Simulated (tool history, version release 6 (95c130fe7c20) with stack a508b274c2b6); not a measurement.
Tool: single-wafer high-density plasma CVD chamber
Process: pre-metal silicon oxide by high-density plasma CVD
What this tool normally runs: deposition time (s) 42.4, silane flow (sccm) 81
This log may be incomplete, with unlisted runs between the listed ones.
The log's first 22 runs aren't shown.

run	day	deposition time (s)	silane flow (sccm)	read-back reference wafer on the same gauge, thickness_nm	mean film thickness on the monitor wafer (nm)
23	56.604	42.4	88	317.162	387.828
24	57.738	42.4	90	317.023	395.632
25	58.962	42.4	76	317.085	334.999
26	60.375	42.4	81	316.985	356.542
27	62.9	46.1	96	317.162	457.554
28	65.717	39.8	87	317.099	360.093
29	68.079	42.4	92	316.955	405.71
30	70.438	42.4	81	317.087	356.674
31	71.708	42.4	90	317.081	396.03
32	73.388	42.4	86	316.948	379.422
33	75.454	34.7	86	317.197	309.764
34	76.908	49.2	90	316.88	459.283
35	77.912	42.4	75	316.989	331.026
36	79.554	42.4	81	317.07	356.532
37	81.183	42.4	67	316.971	294.894
38	83.221	34.3	90	317.147	321.424
39	84.496	42.4	81	316.923	357.915
40	86.504	50.6	87	316.881	457.269

5 options for the next run, each taken on its own from the tool as it stands now. Forecast them:
A	86.521	42.4	95	?	?
B	86.521	36.9	81	?	?
C	86.521	46.8	91	?	?
D	86.521	35.3	81	?	?
E	86.521	50.5	72	?	?

run	read-back reference wafer on the same gauge, thickness_nm	mean film thickness on the monitor wafer (nm)
A	317.049	418.431
B	317.049	310.488
C	317.049	442.406
D	317.049	297.026
E	317.049	377.709
Take away the tool's hidden state, keep each run's random variation, and the runs would have read:
run	mean film thickness on the monitor wafer (nm)
A	414.389
B	307.489
C	438.133
D	294.156
E	374.061
